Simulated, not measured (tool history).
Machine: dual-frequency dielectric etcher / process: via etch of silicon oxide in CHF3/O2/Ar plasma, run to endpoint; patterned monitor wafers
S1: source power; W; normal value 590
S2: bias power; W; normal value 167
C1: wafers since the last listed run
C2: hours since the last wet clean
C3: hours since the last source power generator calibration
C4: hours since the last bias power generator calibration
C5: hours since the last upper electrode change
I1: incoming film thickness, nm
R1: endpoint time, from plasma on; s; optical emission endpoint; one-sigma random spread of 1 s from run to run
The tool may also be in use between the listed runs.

run 1 hour=0.0 | S1=590 S2=167 | C1=0 C2=472.5 C3=3984.7 C4=2980.0 C5=3538.0 | I1=586.4 | R1=293.8
run 2 hour=20.8 | S1=590 S2=145 | C1=63 C2=493.3 C3=4005.5 C4=3000.8 C5=3558.8 | I1=576.9 | R1=299.2
run 3 hour=115.1 | S1=590 S2=139 | C1=287 C2=587.6 C3=4099.8 C4=3095.1 C5=3653.1 | I1=579.3 | R1=305.8
run 4 hour=130.0 | S1=590 S2=139 | C1=45 C2=602.5 C3=4114.7 C4=3110.0 C5=3668.0 | I1=579.6 | R1=303.2
run 5 hour=165.3 | S1=670 S2=135 | C1=107 C2=637.8 C3=4150.0 C4=3145.3 C5=3703.3 | I1=581.0 | R1=293.0
-- hour=193.1 wet clean of the chamber
run 6 hour=197.6 | S1=590 S2=167 | C1=25 C2=4.5 C3=4182.3 C4=3177.6 C5=3735.6 | I1=582.3 | R1=283.5
run 7 hour=222.9 | S1=590 S2=167 | C1=77 C2=29.8 C3=4207.6 C4=3202.9 C5=3760.9 | I1=574.6 | R1=280.0
-- hour=242.0 bias power generator calibrated
run 8 hour=252.0 | S1=590 S2=189 | C1=76 C2=58.9 C3=4236.7 C4=10.0 C5=3790.0 | I1=579.0 | R1=275.0
run 9 hour=266.0 | S1=590 S2=167 | C1=42 C2=72.9 C3=4250.7 C4=24.0 C5=3804.0 | I1=581.4 | R1=283.2
run 10 hour=281.4 | S1=590 S2=167 | C1=46 C2=88.3 C3=4266.1 C4=39.4 C5=3819.4 | I1=573.1 | R1=280.4
run 11 hour=308.7 | S1=590 S2=156 | C1=83 C2=115.6 C3=4293.4 C4=66.7 C5=3846.7 | I1=577.1 | R1=284.0
-- hour=332.8 source power generator calibrated
run 12 hour=340.8 | S1=590 S2=156 | C1=85 C2=147.7 C3=8.0 C4=98.8 C5=3878.8 | I1=577.7 | R1=283.9
run 13 hour=357.0 | S1=590 S2=167 | C1=49 C2=163.9 C3=24.2 C4=115.0 C5=3895.0 | I1=580.4 | R1=285.2
run 14 hour=370.9 | S1=590 S2=208 | C1=42 C2=177.8 C3=38.1 C4=128.9 C5=3908.9 | I1=580.9 | R1=270.2
run 15 hour=385.5 | S1=590 S2=167 | C1=44 C2=192.4 C3=52.7 C4=143.5 C5=3923.5 | I1=572.2 | R1=280.1
run 16 hour=409.4 | S1=710 S2=154 | C1=72 C2=216.3 C3=76.6 C4=167.4 C5=3947.4 | I1=575.1 | R1=267.3
run 17 hour=425.1 | S1=510 S2=183 | C1=47 C2=232.0 C3=92.3 C4=183.1 C5=3963.1 | I1=577.9 | R1=296.7
run 18 hour=443.1 | S1=710 S2=179 | C1=54 C2=250.0 C3=110.3 C4=201.1 C5=3981.1 | I1=580.5 | R1=261.7
run 19 hour=465.7 | S1=590 S2=167 | C1=68 C2=272.6 C3=132.9 C4=223.7 C5=4003.7 | I1=579.1 | R1=284.9
run 20 hour=500.6 | S1=590 S2=167 | C1=106 C2=307.5 C3=167.8 C4=258.6 C5=4038.6 | I1=582.9 | R1=289.5
run 21 hour=536.1 | S1=660 S2=205 | C1=108 C2=343.0 C3=203.3 C4=294.1 C5=4074.1 | I1=579.1 | R1=264.0
run 22 hour=549.4 | S1=660 S2=184 | C1=40 C2=356.3 C3=216.6 C4=307.4 C5=4087.4 | I1=582.0 | R1=272.0
run 23 hour=566.2 | S1=650 S2=189 | C1=51 C2=373.1 C3=233.4 C4=324.2 C5=4104.2 | I1=582.3 | R1=272.0
run 24 hour=600.1 | S1=660 S2=127 | C1=103 C2=407.0 C3=267.3 C4=358.1 C5=4138.1 | I1=585.4 | R1=293.9
-- hour=644.8 upper electrode replaced
run 25 hour=645.3 | S1=640 S2=195 | C1=64 C2=452.2 C3=312.5 C4=403.3 C5=0.5 | I1=576.5 | R1=271.0
run 26 hour=645.7 | S1=590 S2=167 | C1=1 C2=452.6 C3=312.9 C4=403.7 C5=0.9 | I1=576.5 | R1=286.8
run 27 hour=676.8 | S1=590 S2=134 | C1=94 C2=483.7 C3=344.0 C4=434.8 C5=32.0 | I1=584.7 | R1=305.9
run 28 hour=696.5 | S1=450 S2=167 | C1=60 C2=503.4 C3=363.7 C4=454.5 C5=51.7 | I1=576.3 | R1=319.2
run 29 hour=766.4 | S1=590 S2=149 | C1=213 C2=573.3 C3=433.6 C4=524.4 C5=121.6 | I1=574.8 | R1=295.6
run 30 hour=801.5 | S1=520 S2=146 | C1=107 C2=608.4 C3=468.7 C4=559.5 C5=156.7 | I1=579.2 | R1=315.0
run 31 hour=814.6 | S1=680 S2=184 | C1=39 C2=621.5 C3=481.8 C4=572.6 C5=169.8 | I1=586.2 | R1=274.0
-- hour=845.8 wet clean of the chamber
run 32 hour=850.6 | S1=680 S2=128 | C1=36 C2=4.8 C3=517.8 C4=608.6 C5=205.8 | I1=579.7 | R1=280.4
run 33 hour=863.5 | S1=700 S2=167 | C1=39 C2=17.7 C3=530.7 C4=621.5 C5=218.7 | I1=580.2 | R1=264.8
run 34 hour=889.2 | S1=530 S2=181 | C1=78 C2=43.4 C3=556.4 C4=647.2 C5=244.4 | I1=580.3 | R1=292.5
run 35 hour=908.0 | S1=590 S2=144 | C1=57 C2=62.2 C3=575.2 C4=666.0 C5=263.2 | I1=578.3 | R1=293.5

Below are 4 alternative next runs, each starting from the tool's condition after run 35. Predict each:
run A hour=908.5 | S1=590 S2=167 | C1=1 C2=62.7 C3=575.7 C4=666.5 C5=263.7 | I1=579.5 | R1=?
run B hour=908.5 | S1=730 S2=137 | C1=1 C2=62.7 C3=575.7 C4=666.5 C5=263.7 | I1=579.5 | R1=?
run C hour=908.5 | S1=700 S2=192 | C1=1 C2=62.7 C3=575.7 C4=666.5 C5=263.7 | I1=579.5 | R1=?
run D hour=908.5 | S1=540 S2=137 | C1=1 C2=62.7 C3=575.7 C4=666.5 C5=263.7 | I1=579.5 | R1=?

run=A R1=283.6
run=B R1=270.6
run=C R1=258.0
run=D R1=304.6
With the hidden condition removed and each run's random variation left untouched, the same runs would have given:
run=A R1=280.9
run=B R1=268.0
run=C R1=255.5
run=D R1=301.7

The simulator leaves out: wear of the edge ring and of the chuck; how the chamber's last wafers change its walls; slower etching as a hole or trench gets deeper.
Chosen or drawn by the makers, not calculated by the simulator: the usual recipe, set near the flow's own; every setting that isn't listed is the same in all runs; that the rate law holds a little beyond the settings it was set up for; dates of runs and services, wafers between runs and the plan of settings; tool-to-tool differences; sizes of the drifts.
